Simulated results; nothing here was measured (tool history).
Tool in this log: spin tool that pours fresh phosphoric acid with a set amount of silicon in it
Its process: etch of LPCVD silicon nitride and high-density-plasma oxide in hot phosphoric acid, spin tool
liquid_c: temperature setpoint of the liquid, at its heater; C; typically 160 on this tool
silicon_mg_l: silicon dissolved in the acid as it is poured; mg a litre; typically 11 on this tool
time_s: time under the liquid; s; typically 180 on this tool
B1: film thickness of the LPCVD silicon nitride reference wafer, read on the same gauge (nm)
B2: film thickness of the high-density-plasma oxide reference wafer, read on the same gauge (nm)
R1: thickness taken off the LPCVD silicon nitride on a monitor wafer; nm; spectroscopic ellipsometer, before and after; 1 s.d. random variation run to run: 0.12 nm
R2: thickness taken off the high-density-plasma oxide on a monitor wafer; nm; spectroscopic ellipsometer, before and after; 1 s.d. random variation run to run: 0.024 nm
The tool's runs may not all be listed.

run 1 hour=0 | liquid_c=161 silicon_mg_l=11 time_s=180 | B1=110 B2=50.036 | R1=16.54 R2=1.231
run 2 hour=98.1 | liquid_c=160 silicon_mg_l=4 time_s=220 | B1=110.04 B2=49.983 | R1=19.82 R2=1.613
run 3 hour=184.9 | liquid_c=160 silicon_mg_l=11 time_s=180 | B1=110 B2=49.977 | R1=16.26 R2=1.165
run 4 hour=246.1 | liquid_c=160 silicon_mg_l=11 time_s=180 | B1=110.04 B2=50.019 | R1=16.13 R2=1.238
run 5 hour=315.8 | liquid_c=160 silicon_mg_l=11 time_s=180 | B1=109.99 B2=49.999 | R1=16.1 R2=1.226
run 6 hour=397.1 | liquid_c=160 silicon_mg_l=11 time_s=180 | B1=110 B2=49.966 | R1=16.05 R2=1.207
run 7 hour=436.4 | liquid_c=160 silicon_mg_l=15 time_s=180 | B1=110.02 B2=49.983 | R1=16.27 R2=1.063
-- hour=452.3 heated supply line repaired
run 8 hour=485.4 | liquid_c=160 silicon_mg_l=11 time_s=180 | B1=110 B2=49.982 | R1=16.15 R2=1.224
-- hour=525.6 gauge calibrated
run 9 hour=707.5 | liquid_c=160 silicon_mg_l=11 time_s=180 | B1=109.99 B2=49.97 | R1=16.22 R2=1.206
-- hour=727.7 dissolved silicon flow meter replaced
run 10 hour=800.4 | liquid_c=160 silicon_mg_l=2.5 time_s=180 | B1=109.98 B2=50.004 | R1=16.33 R2=1.446
run 11 hour=884.8 | liquid_c=162 silicon_mg_l=11 time_s=240 | B1=110 B2=49.981 | R1=23.23 R2=1.871
run 12 hour=948.4 | liquid_c=160 silicon_mg_l=11 time_s=150 | B1=110.02 B2=50.034 | R1=13.81 R2=1.005
run 13 hour=1043.9 | liquid_c=160 silicon_mg_l=11 time_s=180 | B1=110.01 B2=50.023 | R1=16.55 R2=1.228
-- hour=1070.5 thermometer replaced
-- hour=1107.1 heated supply line repaired
run 14 hour=1115.6 | liquid_c=158 silicon_mg_l=11 time_s=180 | B1=110.01 B2=50.017 | R1=14.71 R2=0.979
run 15 hour=1156.7 | liquid_c=158 silicon_mg_l=11 time_s=110 | B1=110.01 B2=49.999 | R1=8.81 R2=0.599
run 16 hour=1229.1 | liquid_c=160 silicon_mg_l=11 time_s=215 | B1=109.96 B2=50.014 | R1=18.91 R2=1.336
run 17 hour=1282.7 | liquid_c=158 silicon_mg_l=18 time_s=180 | B1=109.99 B2=50.023 | R1=14.69 R2=0.793
run 18 hour=1383.3 | liquid_c=160 silicon_mg_l=11 time_s=180 | B1=110.02 B2=50.025 | R1=15.94 R2=1.093
run 19 hour=1449.2 | liquid_c=160 silicon_mg_l=11 time_s=180 | B1=110.03 B2=50.018 | R1=15.74 R2=1.102
run 20 hour=1504.1 | liquid_c=160 silicon_mg_l=11 time_s=180 | B1=110.01 B2=49.996 | R1=15.74 R2=1.143
run 21 hour=1590.8 | liquid_c=161.5 silicon_mg_l=14 time_s=130 | B1=109.98 B2=50.028 | R1=12.09 R2=0.818

Here are 4 independent what-if runs from the current tool condition. What would each one return?
run A hour=1591.3 | liquid_c=160 silicon_mg_l=11 time_s=180 | B1=? B2=? | R1=? R2=?
run B hour=1591.3 | liquid_c=161.5 silicon_mg_l=5 time_s=90 | B1=? B2=? | R1=? R2=?
run C hour=1591.3 | liquid_c=162 silicon_mg_l=16 time_s=230 | B1=? B2=? | R1=? R2=?
run D hour=1591.3 | liquid_c=160 silicon_mg_l=11 time_s=250 | B1=? B2=? | R1=? R2=?

run=A B1=110.01 B2=49.954 R1=15.93 R2=1.116
run=B B1=110.01 B2=49.954 R1=8.37 R2=0.708
run=C B1=110.01 B2=49.954 R1=21.76 R2=1.464
run=D B1=110.01 B2=49.954 R1=22.13 R2=1.549
Without the tool's unlogged condition, the same runs would have read:
run=A R1=15.68 R2=1.077
run=B R1=8.24 R2=0.683
run=C R1=21.42 R2=1.413
run=D R1=21.77 R2=1.495

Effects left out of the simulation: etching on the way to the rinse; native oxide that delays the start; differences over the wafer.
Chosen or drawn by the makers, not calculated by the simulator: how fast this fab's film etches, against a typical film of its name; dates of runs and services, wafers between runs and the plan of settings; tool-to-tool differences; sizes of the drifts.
